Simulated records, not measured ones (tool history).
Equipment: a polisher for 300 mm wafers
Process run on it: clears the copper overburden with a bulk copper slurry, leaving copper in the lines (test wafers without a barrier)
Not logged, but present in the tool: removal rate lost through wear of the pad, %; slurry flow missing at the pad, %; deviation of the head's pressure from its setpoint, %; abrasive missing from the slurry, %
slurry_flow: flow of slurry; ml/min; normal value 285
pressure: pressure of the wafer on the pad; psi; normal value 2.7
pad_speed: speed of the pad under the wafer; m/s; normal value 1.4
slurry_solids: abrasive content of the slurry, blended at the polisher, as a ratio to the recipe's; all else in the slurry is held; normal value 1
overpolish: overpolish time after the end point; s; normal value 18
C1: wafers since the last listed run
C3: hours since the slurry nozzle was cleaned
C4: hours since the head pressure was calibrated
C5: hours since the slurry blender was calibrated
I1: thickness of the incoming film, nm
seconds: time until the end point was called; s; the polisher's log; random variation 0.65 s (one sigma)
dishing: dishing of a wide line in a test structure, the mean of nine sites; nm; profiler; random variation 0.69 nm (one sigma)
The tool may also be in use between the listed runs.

{"run": 1, "hour": 0.0, "slurry_flow": 285, "pressure": 2.5, "pad_speed": 1.4, "slurry_solids": 1, "overpolish": 18, "C1": 0, "wafers polished on this pad": 2722, "C3": 382.3, "C4": 595.3, "C5": 326.8, "I1": 1032.4, "seconds": 84.4, "dishing": 64.7}
{"run": 2, "hour": 34.0, "slurry_flow": 285, "pressure": 2.7, "pad_speed": 1.4, "slurry_solids": 1, "overpolish": 18, "C1": 381, "wafers polished on this pad": 3103, "C3": 416.3, "C4": 629.3, "C5": 360.8, "I1": 1028.5, "seconds": 78.9, "dishing": 67.3}
{"hour": 77.5, "done": "slurry blender recalibrated"}
{"run": 3, "hour": 89.8, "slurry_flow": 285, "pressure": 2.7, "pad_speed": 1.4, "slurry_solids": 1, "overpolish": 18, "C1": 603, "wafers polished on this pad": 3706, "C3": 472.1, "C4": 685.1, "C5": 12.3, "I1": 1031.4, "seconds": 79.8, "dishing": 67.4}
{"hour": 146.0, "done": "worn pad replaced by a new one"}
{"run": 4, "hour": 146.5, "slurry_flow": 285, "pressure": 2.7, "pad_speed": 1.4, "slurry_solids": 1, "overpolish": 18, "C1": 590, "wafers polished on this pad": 5, "C3": 528.8, "C4": 741.8, "C5": 69, "I1": 1009.4, "seconds": 79, "dishing": 66.3}
{"hour": 176.2, "done": "slurry nozzle cleaned"}
{"run": 5, "hour": 214.0, "slurry_flow": 285, "pressure": 2.7, "pad_speed": 1.4, "slurry_solids": 1, "overpolish": 18, "C1": 745, "wafers polished on this pad": 751, "C3": 37.8, "C4": 809.3, "C5": 136.5, "I1": 1012.8, "seconds": 76.3, "dishing": 66.5}
{"run": 6, "hour": 271.8, "slurry_flow": 285, "pressure": 2.3, "pad_speed": 1.4, "slurry_solids": 1, "overpolish": 18, "C1": 648, "wafers polished on this pad": 1399, "C3": 95.6, "C4": 867.1, "C5": 194.3, "I1": 1020.4, "seconds": 90.8, "dishing": 62}
{"hour": 286.4, "done": "head pressure recalibrated"}
{"run": 7, "hour": 335.2, "slurry_flow": 285, "pressure": 2.3, "pad_speed": 1.4, "slurry_solids": 1, "overpolish": 18, "C1": 688, "wafers polished on this pad": 2087, "C3": 159, "C4": 48.8, "C5": 257.7, "I1": 1014.6, "seconds": 89.6, "dishing": 62.9}
{"run": 8, "hour": 382.1, "slurry_flow": 285, "pressure": 2.7, "pad_speed": 1.4, "slurry_solids": 1, "overpolish": 18, "C1": 525, "wafers polished on this pad": 2613, "C3": 205.9, "C4": 95.7, "C5": 304.6, "I1": 1031.8, "seconds": 77.5, "dishing": 67.7}
{"hour": 431.4, "done": "slurry blender recalibrated"}
{"run": 9, "hour": 448.6, "slurry_flow": 285, "pressure": 2.7, "pad_speed": 1.4, "slurry_solids": 1, "overpolish": 18, "C1": 723, "wafers polished on this pad": 3336, "C3": 272.4, "C4": 162.2, "C5": 17.2, "I1": 1021, "seconds": 77.7, "dishing": 66.7}
{"run": 10, "hour": 509.5, "slurry_flow": 285, "pressure": 2.7, "pad_speed": 1.4, "slurry_solids": 0.75, "overpolish": 18, "C1": 682, "wafers polished on this pad": 4019, "C3": 333.3, "C4": 223.1, "C5": 78.1, "I1": 1011.2, "seconds": 80.8, "dishing": 67.4}
{"hour": 525.9, "done": "worn pad replaced by a new one"}
{"run": 11, "hour": 589.7, "slurry_flow": 285, "pressure": 2.7, "pad_speed": 1.4, "slurry_solids": 1, "overpolish": 18, "C1": 854, "wafers polished on this pad": 715, "C3": 413.5, "C4": 303.3, "C5": 158.3, "I1": 1018.5, "seconds": 77.9, "dishing": 67.2}
{"run": 12, "hour": 614.5, "slurry_flow": 360, "pressure": 2.7, "pad_speed": 1.64, "slurry_solids": 1.25, "overpolish": 27, "C1": 278, "wafers polished on this pad": 993, "C3": 438.3, "C4": 328.1, "C5": 183.1, "I1": 1014.3, "seconds": 62.9, "dishing": 73.8}
{"run": 13, "hour": 672.3, "slurry_flow": 285, "pressure": 2.7, "pad_speed": 1.4, "slurry_solids": 1, "overpolish": 18, "C1": 648, "wafers polished on this pad": 1642, "C3": 496.1, "C4": 385.9, "C5": 240.9, "I1": 1027.9, "seconds": 79.4, "dishing": 66.7}
{"hour": 707.7, "done": "slurry nozzle cleaned"}
{"run": 14, "hour": 709.6, "slurry_flow": 285, "pressure": 2.7, "pad_speed": 1.4, "slurry_solids": 1, "overpolish": 18, "C1": 407, "wafers polished on this pad": 2049, "C3": 1.9, "C4": 423.2, "C5": 278.2, "I1": 1026.6, "seconds": 76.9, "dishing": 66.9}
{"run": 15, "hour": 766.7, "slurry_flow": 285, "pressure": 2.7, "pad_speed": 1.4, "slurry_solids": 1, "overpolish": 18, "C1": 640, "wafers polished on this pad": 2689, "C3": 59, "C4": 480.3, "C5": 335.3, "I1": 1016.1, "seconds": 76.1, "dishing": 65.7}
{"hour": 806.3, "done": "slurry blender recalibrated"}
{"run": 16, "hour": 820.7, "slurry_flow": 285, "pressure": 3.5, "pad_speed": 1.82, "slurry_solids": 0.75, "overpolish": 26, "C1": 583, "wafers polished on this pad": 3272, "C3": 113, "C4": 534.3, "C5": 14.4, "I1": 1028.7, "seconds": 50.3, "dishing": 75.7}
{"hour": 868.4, "done": "worn pad replaced by a new one"}
{"run": 17, "hour": 891.5, "slurry_flow": 240, "pressure": 2.7, "pad_speed": 1, "slurry_solids": 0.9, "overpolish": 18, "C1": 749, "wafers polished on this pad": 259, "C3": 183.8, "C4": 605.1, "C5": 85.2, "I1": 1042.1, "seconds": 108.3, "dishing": 59.9}
{"run": 18, "hour": 957.3, "slurry_flow": 285, "pressure": 3.1, "pad_speed": 1.4, "slurry_solids": 1, "overpolish": 18, "C1": 737, "wafers polished on this pad": 996, "C3": 249.6, "C4": 670.9, "C5": 151, "I1": 1023.6, "seconds": 67.3, "dishing": 69.2}
{"hour": 962.3, "done": "head pressure recalibrated"}
{"run": 19, "hour": 983.5, "slurry_flow": 355, "pressure": 2.7, "pad_speed": 1.4, "slurry_solids": 1.25, "overpolish": 18, "C1": 271, "wafers polished on this pad": 1268, "C3": 275.8, "C4": 21.2, "C5": 177.2, "I1": 1005.5, "seconds": 71.9, "dishing": 66.9}
{"run": 20, "hour": 1065.3, "slurry_flow": 250, "pressure": 2.7, "pad_speed": 1.4, "slurry_solids": 1.2, "overpolish": 8, "C1": 917, "wafers polished on this pad": 2185, "C3": 357.6, "C4": 103, "C5": 259, "I1": 1040.2, "seconds": 78.4, "dishing": 49}
{"run": 21, "hour": 1090.1, "slurry_flow": 315, "pressure": 2.7, "pad_speed": 1, "slurry_solids": 0.85, "overpolish": 7, "C1": 278, "wafers polished on this pad": 2463, "C3": 382.4, "C4": 127.8, "C5": 283.8, "I1": 1025.9, "seconds": 103.6, "dishing": 37}
{"run": 22, "hour": 1153.8, "slurry_flow": 355, "pressure": 2.7, "pad_speed": 1.4, "slurry_solids": 1.25, "overpolish": 18, "C1": 714, "wafers polished on this pad": 3177, "C3": 446.1, "C4": 191.5, "C5": 347.5, "I1": 1033.7, "seconds": 75.2, "dishing": 66.6}
{"hour": 1188.5, "done": "slurry blender recalibrated"}
{"run": 23, "hour": 1192.1, "slurry_flow": 355, "pressure": 2.7, "pad_speed": 1.4, "slurry_solids": 1.25, "overpolish": 18, "C1": 407, "wafers polished on this pad": 3584, "C3": 484.4, "C4": 229.8, "C5": 3.6, "I1": 1017.7, "seconds": 73, "dishing": 67.3}
{"run": 24, "hour": 1219.8, "slurry_flow": 285, "pressure": 2.7, "pad_speed": 1.4, "slurry_solids": 0.75, "overpolish": 25, "C1": 310, "wafers polished on this pad": 3895, "C3": 512.1, "C4": 257.5, "C5": 31.3, "I1": 1015.1, "seconds": 83.3, "dishing": 70.4}
{"hour": 1229.6, "done": "slurry nozzle cleaned"}
{"hour": 1241.5, "done": "worn pad replaced by a new one"}
{"run": 25, "hour": 1262.0, "slurry_flow": 380, "pressure": 2.7, "pad_speed": 1.4, "slurry_solids": 1, "overpolish": 18, "C1": 417, "wafers polished on this pad": 229, "C3": 32.4, "C4": 299.7, "C5": 73.5, "I1": 998, "seconds": 72.2, "dishing": 68.7}
{"run": 26, "hour": 1327.1, "slurry_flow": 285, "pressure": 2.7, "pad_speed": 1.4, "slurry_solids": 1.3, "overpolish": 18, "C1": 730, "wafers polished on this pad": 959, "C3": 97.5, "C4": 364.8, "C5": 138.6, "I1": 1022.5, "seconds": 73.7, "dishing": 68}
{"run": 27, "hour": 1509.7, "slurry_flow": 285, "pressure": 2.7, "pad_speed": 1.4, "slurry_solids": 1, "overpolish": 18, "C1": 2047, "wafers polished on this pad": 3007, "C3": 280.1, "C4": 547.4, "C5": 321.2, "I1": 1032.6, "seconds": 78.4, "dishing": 65.6}

5 options for the next run, each taken on its own from the tool as it stands now. Forecast them:
{"run": "A", "hour": 1510.2, "slurry_flow": 285, "pressure": 2.7, "pad_speed": 1.58, "slurry_solids": 1, "overpolish": 18, "C1": 5, "wafers polished on this pad": 3013, "C3": 280.6, "C4": 547.9, "C5": 321.7, "I1": 1010.7, "seconds": "?", "dishing": "?"}
{"run": "B", "hour": 1510.2, "slurry_flow": 285, "pressure": 2.7, "pad_speed": 1.12, "slurry_solids": 1, "overpolish": 18, "C1": 5, "wafers polished on this pad": 3013, "C3": 280.6, "C4": 547.9, "C5": 321.7, "I1": 1010.7, "seconds": "?", "dishing": "?"}
{"run": "C", "hour": 1510.2, "slurry_flow": 225, "pressure": 2, "pad_speed": 1.4, "slurry_solids": 1, "overpolish": 18, "C1": 5, "wafers polished on this pad": 3013, "C3": 280.6, "C4": 547.9, "C5": 321.7, "I1": 1010.7, "seconds": "?", "dishing": "?"}
{"run": "D", "hour": 1510.2, "slurry_flow": 385, "pressure": 1.9, "pad_speed": 1.4, "slurry_solids": 0.75, "overpolish": 18, "C1": 5, "wafers polished on this pad": 3013, "C3": 280.6, "C4": 547.9, "C5": 321.7, "I1": 1010.7, "seconds": "?", "dishing": "?"}
{"run": "E", "hour": 1510.2, "slurry_flow": 285, "pressure": 2.9, "pad_speed": 1.62, "slurry_solids": 1.2, "overpolish": 14, "C1": 5, "wafers polished on this pad": 3013, "C3": 280.6, "C4": 547.9, "C5": 321.7, "I1": 1010.7, "seconds": "?", "dishing": "?"}

run=A seconds=68.7 dishing=69.7
run=B seconds=91.6 dishing=65
run=C seconds=106.1 dishing=59.8
run=D seconds=110.7 dishing=58.5
run=E seconds=60.5 dishing=68.5
Take away the tool's hidden state, keep each run's random variation, and the runs would have read:
run=A seconds=67.9 dishing=69.9
run=B seconds=90.5 dishing=65.2
run=C seconds=104.5 dishing=60.1
run=D seconds=109.7 dishing=58.7
run=E seconds=59.8 dishing=68.7

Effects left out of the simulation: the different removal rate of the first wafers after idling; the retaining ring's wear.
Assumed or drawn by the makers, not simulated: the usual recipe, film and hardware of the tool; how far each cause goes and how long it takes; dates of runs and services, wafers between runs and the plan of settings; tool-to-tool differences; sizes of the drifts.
